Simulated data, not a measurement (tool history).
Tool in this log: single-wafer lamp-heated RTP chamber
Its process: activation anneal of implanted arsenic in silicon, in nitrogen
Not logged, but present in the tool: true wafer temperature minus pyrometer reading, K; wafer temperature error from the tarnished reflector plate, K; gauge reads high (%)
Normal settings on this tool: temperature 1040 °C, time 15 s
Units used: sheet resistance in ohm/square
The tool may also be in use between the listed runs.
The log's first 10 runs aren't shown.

| run | day | temperature | time | wafers since the last listed run | wafers since the last pyrometer calibration | wafers since the reflector plate was cleaned | hours since the gauge calibration | read-back reference wafer on the same gauge, sheet resistance | sheet resistance |
|---|---|---|---|---|---|---|---|---|---|
| 11 | 10.025 | 1040 | 20 | 181 | 5443 | 4282 | 173.4 | 607.07 | 600.02 |
| 12 | 11.108 | 1040 | 11 | 329 | 5772 | 4611 | 199.4 | 606.47 | 603.6 |
| 13 | 12.067 | 1040 | 11 | 291 | 6063 | 4902 | 222.4 | 606.33 | 604.46 |
| 14 | 12.608 | 1040 | 11 | 164 | 6228 | 5066 | 235.4 | 605.81 | 602.76 |
| 15 | 13.483 | 1055 | 15 | 265 | 6493 | 5332 | 256.4 | 605.39 | 596.42 |
| 16 | 14.579 | 1040 | 15 | 332 | 6826 | 5665 | 282.7 | 605.23 | 599.87 |
| 17 | 15.617 | 1032 | 7 | 315 | 7142 | 5980 | 307.6 | 604.71 | 604.67 |
| 18 | 16.688 | 1054 | 15 | 325 | 7467 | 6306 | 333.3 | 604.16 | 596.03 |
| 19 | 17.208 | 1021 | 22 | 158 | 7625 | 6464 | 345.8 | 603.91 | 598.78 |
|  | 17.296 | gauge calibrated |
|  | 18.167 | pyrometer window cleaned and pyrometer calibrated |
|  | 18.471 | reflector plate cleaned |
| 20 | 21.517 | 1021 | 22 | 1115 | 925 | 925 | 101.3 | 609.39 | 604.61 |
| 21 | 22.838 | 1021 | 13 | 401 | 1326 | 1326 | 133 | 608.75 | 608.65 |
| 22 | 23.725 | 1040 | 23 | 269 | 1596 | 1596 | 154.3 | 608.59 | 596.49 |
| 23 | 24.738 | 1068 | 9 | 307 | 1903 | 1903 | 178.6 | 608 | 602.68 |
| 24 | 25.421 | 1040 | 15 | 207 | 2111 | 2111 | 195 | 607.77 | 601.64 |
| 25 | 25.975 | 1040 | 11 | 168 | 2279 | 2279 | 208.3 | 607.31 | 604.89 |
| 26 | 27.404 | 1051 | 21 | 434 | 2714 | 2714 | 242.6 | 607.02 | 594.83 |
| 27 | 28.067 | 1066 | 24 | 201 | 2915 | 2915 | 258.5 | 606.53 | 586.26 |
| 28 | 29.217 | 1040 | 11 | 349 | 3264 | 3264 | 286.1 | 606.21 | 604.08 |
| 29 | 30.471 | 1040 | 7 | 381 | 3645 | 3645 | 316.2 | 605.51 | 606.05 |
| 30 | 31.575 | 1040 | 6 | 335 | 3981 | 3981 | 342.7 | 605.05 | 604.73 |
| 31 | 32.138 | 1055 | 21 | 170 | 4152 | 4152 | 356.2 | 605.02 | 590.04 |

Forecast each of these 4 alternatives for the next run:
| A | 32.154 | 1040 | 15 | 5 | 4157 | 4157 | 356.6 | ? | ? |
| B | 32.154 | 1040 | 22 | 5 | 4157 | 4157 | 356.6 | ? | ? |
| C | 32.154 | 1012 | 12 | 5 | 4157 | 4157 | 356.6 | ? | ? |
| D | 32.154 | 1026 | 22 | 5 | 4157 | 4157 | 356.6 | ? | ? |

| run | read-back reference wafer on the same gauge, sheet resistance | sheet resistance |
|---|---|---|
| A | 604.69 | 599.92 |
| B | 604.69 | 595.79 |
| C | 604.69 | 605.71 |
| D | 604.69 | 599.29 |
What these runs would have given with no unlogged condition in the tool:
| run | sheet resistance |
|---|---|
| A | 606 |
| B | 601.84 |
| C | 611.85 |
| D | 605.36 |
